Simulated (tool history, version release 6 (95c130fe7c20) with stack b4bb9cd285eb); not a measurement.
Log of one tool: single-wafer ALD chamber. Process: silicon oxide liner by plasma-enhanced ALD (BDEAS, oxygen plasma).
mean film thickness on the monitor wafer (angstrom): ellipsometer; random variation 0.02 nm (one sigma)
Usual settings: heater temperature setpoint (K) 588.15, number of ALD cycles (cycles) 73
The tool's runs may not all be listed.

| run | hour | heater temperature setpoint (K) | number of ALD cycles (cycles) | read-back reference wafer on the same gauge, thickness_nm | mean film thickness on the monitor wafer (angstrom) |
|---|---|---|---|---|---|
| 1 | 0 | 577.15 | 73 | 7.741 | 66.64 |
| 2 | 25.1 | 588.15 | 73 | 7.743 | 65.59 |
| 3 | 65 | 588.15 | 73 | 7.737 | 65.4 |
| 4 | 129 | 588.15 | 73 | 7.741 | 66.1 |
| 5 | 173.5 | 588.15 | 73 | 7.736 | 65.51 |
| 6 | 204.7 | 588.15 | 73 | 7.742 | 65.85 |
| 7 | 247.1 | 588.15 | 73 | 7.739 | 65.84 |
| 8 | 364.1 | 598.15 | 80 | 7.736 | 70.71 |
| 9 | 414.3 | 588.15 | 84 | 7.743 | 75.33 |
| 10 | 449.7 | 588.15 | 84 | 7.741 | 75.32 |
| 11 | 475.9 | 588.15 | 84 | 7.745 | 75.68 |
| 12 | 525.3 | 588.15 | 61 | 7.739 | 54.87 |
| 13 | 592.8 | 588.15 | 73 | 7.744 | 65.67 |
| 14 | 649 | 598.15 | 73 | 7.741 | 64.4 |
| 15 | 685.8 | 598.15 | 73 | 7.739 | 64.27 |
| 16 | 712.6 | 598.15 | 73 | 7.742 | 64.73 |
| 17 | 781.7 | 588.15 | 73 | 7.737 | 65.7 |
|  | 837 | gauge calibrated |
| 18 | 841.9 | 596.15 | 85 | 7.74 | 75.57 |
|  | 900.4 | thermocouple changed; heater temperature recalibrated |
| 19 | 900.9 | 597.15 | 67 | 7.737 | 59.28 |
| 20 | 931.9 | 588.15 | 73 | 7.744 | 65.83 |
| 21 | 980.1 | 588.15 | 78 | 7.743 | 69.85 |
| 22 | 1009.1 | 597.15 | 78 | 7.74 | 69.26 |
| 23 | 1072.4 | 588.15 | 73 | 7.74 | 65.94 |
| 24 | 1109.1 | 595.15 | 62 | 7.739 | 54.99 |
| 25 | 1153.6 | 578.15 | 66 | 7.743 | 60.14 |
| 26 | 1183 | 595.15 | 73 | 7.739 | 65.07 |
| 27 | 1231.3 | 594.15 | 61 | 7.742 | 54.15 |
| 28 | 1265.8 | 598.15 | 73 | 7.739 | 64.71 |
| 29 | 1331.5 | 574.15 | 82 | 7.74 | 75.27 |
| 30 | 1370.4 | 588.15 | 73 | 7.74 | 65.69 |
| 31 | 1574.7 | 588.15 | 60 | 7.739 | 53.72 |
| 32 | 1632.1 | 575.15 | 64 | 7.741 | 58.95 |
| 33 | 1673.9 | 588.15 | 73 | 7.74 | 65.3 |
| 34 | 1720.5 | 602.15 | 73 | 7.744 | 63.94 |
| 35 | 1773.1 | 595.15 | 62 | 7.746 | 54.8 |

Forecast each of these 5 alternatives for the next run:
| A | 1773.6 | 578.15 | 73 | ? | ? |
| B | 1773.6 | 577.15 | 62 | ? | ? |
| C | 1773.6 | 578.15 | 65 | ? | ? |
| D | 1773.6 | 592.15 | 61 | ? | ? |
| E | 1773.6 | 576.15 | 73 | ? | ? |

| run | read-back reference wafer on the same gauge, thickness_nm | mean film thickness on the monitor wafer (angstrom) |
|---|---|---|
| A | 7.733 | 66.7 |
| B | 7.733 | 56.74 |
| C | 7.733 | 59.39 |
| D | 7.733 | 54.49 |
| E | 7.733 | 66.92 |
Without the tool's hidden state the same runs would have given:
| run | mean film thickness on the monitor wafer (angstrom) |
|---|---|
| A | 66.7 |
| B | 56.74 |
| C | 59.39 |
| D | 54.49 |
| E | 66.92 |
